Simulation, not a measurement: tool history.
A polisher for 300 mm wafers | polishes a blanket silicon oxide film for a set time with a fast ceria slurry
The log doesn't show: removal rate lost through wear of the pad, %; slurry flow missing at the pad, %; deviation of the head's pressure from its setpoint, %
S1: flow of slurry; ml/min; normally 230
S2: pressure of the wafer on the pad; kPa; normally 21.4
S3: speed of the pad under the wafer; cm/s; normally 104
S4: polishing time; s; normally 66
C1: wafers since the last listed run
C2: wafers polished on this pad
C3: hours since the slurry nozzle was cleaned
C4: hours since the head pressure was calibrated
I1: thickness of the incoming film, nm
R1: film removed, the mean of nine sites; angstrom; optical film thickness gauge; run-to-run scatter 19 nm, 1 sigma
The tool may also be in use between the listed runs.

run 1 hour=0.0 | S1=230 S2=17.2 S3=104 S4=66 | C1=0 C2=556 C3=76.2 C4=278.9 | I1=3726.5 | R1=9203
run 2 hour=86.7 | S1=200 S2=21.4 S3=88 S4=66 | C1=939 C2=1495 C3=162.9 C4=365.6 | I1=3812.7 | R1=9547
run 3 hour=116.7 | S1=200 S2=21.4 S3=88 S4=66 | C1=325 C2=1820 C3=192.9 C4=395.6 | I1=3685.4 | R1=9655
run 4 hour=136.2 | S1=200 S2=21.4 S3=88 S4=66 | C1=211 C2=2032 C3=212.4 C4=415.1 | I1=3761.9 | R1=9756
-- hour=144.0 worn pad replaced by a new one
run 5 hour=155.9 | S1=230 S2=21.4 S3=104 S4=57 | C1=170 C2=128 C3=232.1 C4=434.8 | I1=3774.3 | R1=10559
run 6 hour=190.9 | S1=230 S2=21.4 S3=104 S4=57 | C1=379 C2=507 C3=267.1 C4=469.8 | I1=3768.9 | R1=10130
run 7 hour=219.9 | S1=230 S2=21.4 S3=104 S4=57 | C1=314 C2=822 C3=296.1 C4=498.8 | I1=3777.9 | R1=9967
run 8 hour=241.1 | S1=230 S2=21.4 S3=104 S4=66 | C1=229 C2=1051 C3=317.3 C4=520.0 | I1=3756.2 | R1=11417
run 9 hour=302.3 | S1=230 S2=21.4 S3=104 S4=66 | C1=663 C2=1714 C3=378.5 C4=581.2 | I1=3733.9 | R1=11179
run 10 hour=317.3 | S1=230 S2=21.4 S3=104 S4=66 | C1=162 C2=1877 C3=393.5 C4=596.2 | I1=3719.0 | R1=11219
-- hour=338.2 worn pad replaced by a new one
run 11 hour=349.7 | S1=230 S2=21.4 S3=104 S4=66 | C1=307 C2=124 C3=425.9 C4=628.6 | I1=3788.8 | R1=12454
run 12 hour=370.4 | S1=275 S2=21.4 S3=104 S4=78 | C1=224 C2=348 C3=446.6 C4=649.3 | I1=3757.9 | R1=14592
run 13 hour=387.2 | S1=275 S2=21.4 S3=104 S4=78 | C1=182 C2=530 C3=463.4 C4=666.1 | I1=3807.5 | R1=14354
-- hour=394.9 slurry nozzle cleaned
run 14 hour=422.7 | S1=230 S2=21.4 S3=104 S4=66 | C1=373 C2=904 C3=27.8 C4=701.6 | I1=3824.8 | R1=11423
run 15 hour=441.9 | S1=300 S2=26.2 S3=104 S4=66 | C1=208 C2=1112 C3=47.0 C4=720.8 | I1=3736.6 | R1=14541
-- hour=502.2 worn pad replaced by a new one, of another model than before
run 16 hour=533.0 | S1=230 S2=21.4 S3=104 S4=60 | C1=943 C2=334 C3=138.1 C4=811.9 | I1=3761.4 | R1=11075
run 17 hour=564.1 | S1=230 S2=24.1 S3=136 S4=66 | C1=336 C2=670 C3=169.2 C4=843.0 | I1=3764.5 | R1=16307
run 18 hour=578.3 | S1=230 S2=21.4 S3=134 S4=66 | C1=153 C2=824 C3=183.4 C4=857.2 | I1=3818.7 | R1=14619
run 19 hour=609.1 | S1=230 S2=21.4 S3=104 S4=66 | C1=333 C2=1158 C3=214.2 C4=888.0 | I1=3756.9 | R1=11182
run 20 hour=626.1 | S1=230 S2=21.4 S3=104 S4=66 | C1=184 C2=1342 C3=231.2 C4=905.0 | I1=3762.0 | R1=11130
run 21 hour=657.7 | S1=230 S2=29.0 S3=104 S4=66 | C1=342 C2=1684 C3=262.8 C4=936.6 | I1=3739.4 | R1=13483
-- hour=678.0 head pressure recalibrated
run 22 hour=687.4 | S1=230 S2=21.4 S3=104 S4=60 | C1=300 C2=1985 C3=292.5 C4=9.4 | I1=3752.1 | R1=10098
-- hour=693.3 worn pad replaced by a new one
run 23 hour=705.2 | S1=230 S2=21.4 S3=104 S4=66 | C1=149 C2=128 C3=310.3 C4=27.2 | I1=3750.2 | R1=12226
run 24 hour=728.8 | S1=200 S2=21.4 S3=132 S4=75 | C1=255 C2=384 C3=333.9 C4=50.8 | I1=3791.5 | R1=16084
run 25 hour=755.9 | S1=175 S2=21.4 S3=84 S4=74 | C1=293 C2=677 C3=361.0 C4=77.9 | I1=3786.4 | R1=9803
run 26 hour=789.3 | S1=295 S2=21.4 S3=78 S4=66 | C1=361 C2=1039 C3=394.4 C4=111.3 | I1=3758.5 | R1=9047
-- hour=862.2 worn pad replaced by a new one
-- hour=869.7 slurry nozzle cleaned
run 27 hour=873.9 | S1=275 S2=21.4 S3=104 S4=66 | C1=862 C2=116 C3=4.2 C4=195.9 | I1=3753.3 | R1=12690
run 28 hour=900.2 | S1=230 S2=29.0 S3=104 S4=66 | C1=284 C2=401 C3=30.5 C4=222.2 | I1=3768.2 | R1=13939

Branching from run 28: 5 alternative next runs. What would each branch give?
run A hour=900.7 | S1=230 S2=21.4 S3=104 S4=66 | C1=5 C2=406 C3=31.0 C4=222.7 | I1=3732.2 | R1=?
run B hour=900.7 | S1=205 S2=15.2 S3=104 S4=66 | C1=5 C2=406 C3=31.0 C4=222.7 | I1=3732.2 | R1=?
run C hour=900.7 | S1=275 S2=25.5 S3=114 S4=79 | C1=5 C2=406 C3=31.0 C4=222.7 | I1=3732.2 | R1=?
run D hour=900.7 | S1=230 S2=24.8 S3=104 S4=80 | C1=5 C2=406 C3=31.0 C4=222.7 | I1=3732.2 | R1=?
run E hour=900.7 | S1=230 S2=17.2 S3=128 S4=66 | C1=5 C2=406 C3=31.0 C4=222.7 | I1=3732.2 | R1=?

run=A R1=11429
run=B R1=9168
run=C R1=17106
run=D R1=15196
run=E R1=12189
Stripped of hidden state, with their random variation kept, the same runs would have yielded:
run=A R1=12411
run=B R1=9955
run=C R1=18575
run=D R1=16502
run=E R1=13236

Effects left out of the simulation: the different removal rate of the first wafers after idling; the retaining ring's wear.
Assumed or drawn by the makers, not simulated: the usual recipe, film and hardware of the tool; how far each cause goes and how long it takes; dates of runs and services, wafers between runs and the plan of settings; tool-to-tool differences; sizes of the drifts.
